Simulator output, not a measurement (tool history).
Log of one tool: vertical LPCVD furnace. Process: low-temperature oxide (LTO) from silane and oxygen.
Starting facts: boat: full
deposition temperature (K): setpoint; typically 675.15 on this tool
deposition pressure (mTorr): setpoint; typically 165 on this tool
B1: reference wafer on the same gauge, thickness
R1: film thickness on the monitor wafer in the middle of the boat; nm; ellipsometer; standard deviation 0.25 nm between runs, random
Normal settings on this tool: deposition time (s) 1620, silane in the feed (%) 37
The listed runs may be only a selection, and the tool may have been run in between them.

{"run": 1, "hour": 0.0, "deposition temperature (K)": 680.15, "deposition pressure (mTorr)": 165, "deposition time (s)": 1620, "silane in the feed (%)": 32, "B1": 157.62, "R1": 142.51}
{"run": 2, "hour": 13.7, "deposition temperature (K)": 680.15, "deposition pressure (mTorr)": 165, "deposition time (s)": 1620, "silane in the feed (%)": 32, "B1": 157.47, "R1": 142.86}
{"run": 3, "hour": 26.5, "deposition temperature (K)": 680.15, "deposition pressure (mTorr)": 165, "deposition time (s)": 1620, "silane in the feed (%)": 32, "B1": 157.5, "R1": 142.69}
{"run": 4, "hour": 33.1, "deposition temperature (K)": 678.15, "deposition pressure (mTorr)": 165, "deposition time (s)": 1620, "silane in the feed (%)": 37, "B1": 157.32, "R1": 169.07}
{"run": 5, "hour": 43.8, "deposition temperature (K)": 678.15, "deposition pressure (mTorr)": 165, "deposition time (s)": 1620, "silane in the feed (%)": 37, "B1": 157.23, "R1": 168.74}
{"run": 6, "hour": 53.3, "deposition temperature (K)": 675.15, "deposition pressure (mTorr)": 165, "deposition time (s)": 1620, "silane in the feed (%)": 37, "B1": 157.13, "R1": 163.32}
{"hour": 85.7, "done": "thermocouples replaced and temperature profile calibrated"}
{"hour": 90.6, "done": "pressure gauge zeroed"}
{"run": 7, "hour": 91.1, "deposition temperature (K)": 675.15, "deposition pressure (mTorr)": 195, "deposition time (s)": 1620, "silane in the feed (%)": 37, "B1": 156.64, "R1": 192.98}
{"run": 8, "hour": 95.2, "deposition temperature (K)": 675.15, "deposition pressure (mTorr)": 195, "deposition time (s)": 1620, "silane in the feed (%)": 37, "B1": 156.68, "R1": 192.11}
{"run": 9, "hour": 99.2, "deposition temperature (K)": 675.15, "deposition pressure (mTorr)": 185, "deposition time (s)": 1620, "silane in the feed (%)": 37, "B1": 156.49, "R1": 182.35}
{"run": 10, "hour": 106.0, "deposition temperature (K)": 675.15, "deposition pressure (mTorr)": 150, "deposition time (s)": 1620, "silane in the feed (%)": 39, "B1": 156.56, "R1": 157.69}
{"hour": 107.4, "done": "gauge calibrated"}
{"hour": 132.9, "done": "silane flow controller replaced"}
{"run": 11, "hour": 133.4, "deposition temperature (K)": 683.15, "deposition pressure (mTorr)": 200, "deposition time (s)": 1620, "silane in the feed (%)": 37, "B1": 158.02, "R1": 217.63}
{"run": 12, "hour": 137.4, "deposition temperature (K)": 675.15, "deposition pressure (mTorr)": 165, "deposition time (s)": 1620, "silane in the feed (%)": 37, "B1": 158.05, "R1": 164.33}
{"run": 13, "hour": 141.5, "deposition temperature (K)": 675.15, "deposition pressure (mTorr)": 200, "deposition time (s)": 2250, "silane in the feed (%)": 37, "B1": 158.03, "R1": 276.57}
{"run": 14, "hour": 149.9, "deposition temperature (K)": 675.15, "deposition pressure (mTorr)": 200, "deposition time (s)": 2250, "silane in the feed (%)": 37, "B1": 157.95, "R1": 276.23}
{"run": 15, "hour": 158.5, "deposition temperature (K)": 680.15, "deposition pressure (mTorr)": 150, "deposition time (s)": 1320, "silane in the feed (%)": 42, "B1": 157.99, "R1": 149.04}
{"run": 16, "hour": 166.1, "deposition temperature (K)": 666.15, "deposition pressure (mTorr)": 150, "deposition time (s)": 1920, "silane in the feed (%)": 42, "B1": 158.02, "R1": 186.59}
{"run": 17, "hour": 182.0, "deposition temperature (K)": 675.15, "deposition pressure (mTorr)": 165, "deposition time (s)": 1800, "silane in the feed (%)": 37, "B1": 157.91, "R1": 182.48}
{"run": 18, "hour": 195.0, "deposition temperature (K)": 667.15, "deposition pressure (mTorr)": 165, "deposition time (s)": 1140, "silane in the feed (%)": 33, "B1": 157.78, "R1": 90.43}

Forecast each of these 5 alternatives for the next run:
{"run": "A", "hour": 199.2, "deposition temperature (K)": 675.15, "deposition pressure (mTorr)": 165, "deposition time (s)": 1620, "silane in the feed (%)": 37, "B1": "?", "R1": "?"}
{"run": "B", "hour": 199.2, "deposition temperature (K)": 666.15, "deposition pressure (mTorr)": 165, "deposition time (s)": 1230, "silane in the feed (%)": 37, "B1": "?", "R1": "?"}
{"run": "C", "hour": 199.2, "deposition temperature (K)": 681.15, "deposition pressure (mTorr)": 150, "deposition time (s)": 1950, "silane in the feed (%)": 31, "B1": "?", "R1": "?"}
{"run": "D", "hour": 199.2, "deposition temperature (K)": 675.15, "deposition pressure (mTorr)": 165, "deposition time (s)": 1620, "silane in the feed (%)": 42, "B1": "?", "R1": "?"}
{"run": "E", "hour": 199.2, "deposition temperature (K)": 675.15, "deposition pressure (mTorr)": 165, "deposition time (s)": 1950, "silane in the feed (%)": 43, "B1": "?", "R1": "?"}

run=A B1=157.82 R1=163.74
run=B B1=157.82 R1=112.2
run=C B1=157.82 R1=151.07
run=D B1=157.82 R1=190.64
run=E B1=157.82 R1=235.5
What these runs would have given with no unlogged condition in the tool:
run=A R1=163.92
run=B R1=112.32
run=C R1=151.23
run=D R1=190.85
run=E R1=235.76

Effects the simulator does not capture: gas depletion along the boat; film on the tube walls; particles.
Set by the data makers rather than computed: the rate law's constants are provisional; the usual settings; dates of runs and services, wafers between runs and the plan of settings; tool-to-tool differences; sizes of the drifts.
